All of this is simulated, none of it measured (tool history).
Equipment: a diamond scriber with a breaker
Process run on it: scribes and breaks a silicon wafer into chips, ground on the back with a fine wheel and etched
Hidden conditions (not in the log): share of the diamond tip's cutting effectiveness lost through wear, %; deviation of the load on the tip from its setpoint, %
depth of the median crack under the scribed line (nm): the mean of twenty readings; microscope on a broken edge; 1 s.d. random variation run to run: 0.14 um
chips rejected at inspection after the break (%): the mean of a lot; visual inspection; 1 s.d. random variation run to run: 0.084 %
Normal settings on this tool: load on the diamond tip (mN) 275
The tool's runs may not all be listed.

run	hour	load on the diamond tip (mN)	wafers since the last listed run	hours since the diamond tip was replaced	hours since the load on the tip was calibrated	incoming depth of the damage left on the back of the incoming wafer, um	depth of the median crack under the scribed line (nm)	chips rejected at inspection after the break (%)
1	0.0	275	0	69.4	1128.6	0.36	7640	4.50
# hour 32.6: load on the tip recalibrated
2	36.7	275	85	106.1	4.1	0.49	8530	1.73
3	129.5	220	228	198.9	96.9	0.70	7030	11.14
4	226.9	220	239	296.3	194.3	0.77	6670	13.95
5	301.3	275	183	370.7	268.7	0.31	7200	6.74
6	342.2	275	100	411.6	309.6	0.68	7140	8.59
# hour 401.5: diamond tip replaced by a new one
7	419.5	275	185	18.0	386.9	0.30	7980	2.39
8	474.2	336	134	72.7	441.6	0.54	9010	1.72
9	528.5	336	133	127.0	495.9	0.71	9170	1.72
10	590.8	336	153	189.3	558.2	0.31	8660	1.45
11	642.3	308	126	240.8	609.7	0.33	8130	2.67
12	743.5	308	249	342.0	710.9	0.78	7850	4.19
13	808.9	330	160	407.4	776.3	0.36	7930	3.76
# hour 840.1: diamond tip replaced by a new one
14	914.8	330	255	74.7	882.2	0.79	8580	1.59
15	1146.4	307	570	306.3	1113.8	0.34	7530	4.89
# hour 1194.1: load on the tip recalibrated
16	1236.7	319	217	396.6	42.6	0.38	8300	2.49
17	1330.1	225	229	490.0	136.0	0.48	6120	19.17
# hour 1361.0: diamond tip replaced by a new one
18	1412.7	308	198	51.7	218.6	0.47	8570	1.58
19	1487.0	350	182	126.0	292.9	0.69	9120	1.81
20	1582.1	322	234	221.1	388.0	0.52	8270	2.50
21	1748.3	357	409	387.3	554.2	0.79	8270	2.56
# hour 1793.1: diamond tip replaced by a new one
22	1845.9	225	235	52.8	651.8	0.55	6730	11.51
23	1922.3	275	188	129.2	728.2	0.54	7700	5.60
24	1977.5	204	135	184.4	783.4	0.63	6250	22.44
25	2039.2	356	151	246.1	845.1	0.67	8620	1.93
# hour 2242.6: diamond tip replaced by a new one
26	2344.8	275	747	102.2	1150.7	0.65	7740	4.41
# hour 2386.0: load on the tip recalibrated
27	2399.6	296	129	157.0	13.6	0.68	8750	1.67
28	2454.0	316	133	211.4	68.0	0.31	8840	1.64
29	2516.7	301	154	274.1	130.7	0.61	8460	2.00

Branching from run 29: 3 alternative next runs. What would each branch give?
A	2517.4	275	1	274.8	131.4	0.46	?	?
B	2517.4	320	1	274.8	131.4	0.46	?	?
C	2517.4	229	1	274.8	131.4	0.46	?	?

run	depth of the median crack under the scribed line (nm)	chips rejected at inspection after the break (%)
A	7840	3.49
B	8640	1.57
C	6980	9.94
Had the tool no hidden state, the same runs would have come out as:
run	depth of the median crack under the scribed line (nm)	chips rejected at inspection after the break (%)
A	8700	1.56
B	9590	3.25
C	7740	3.98
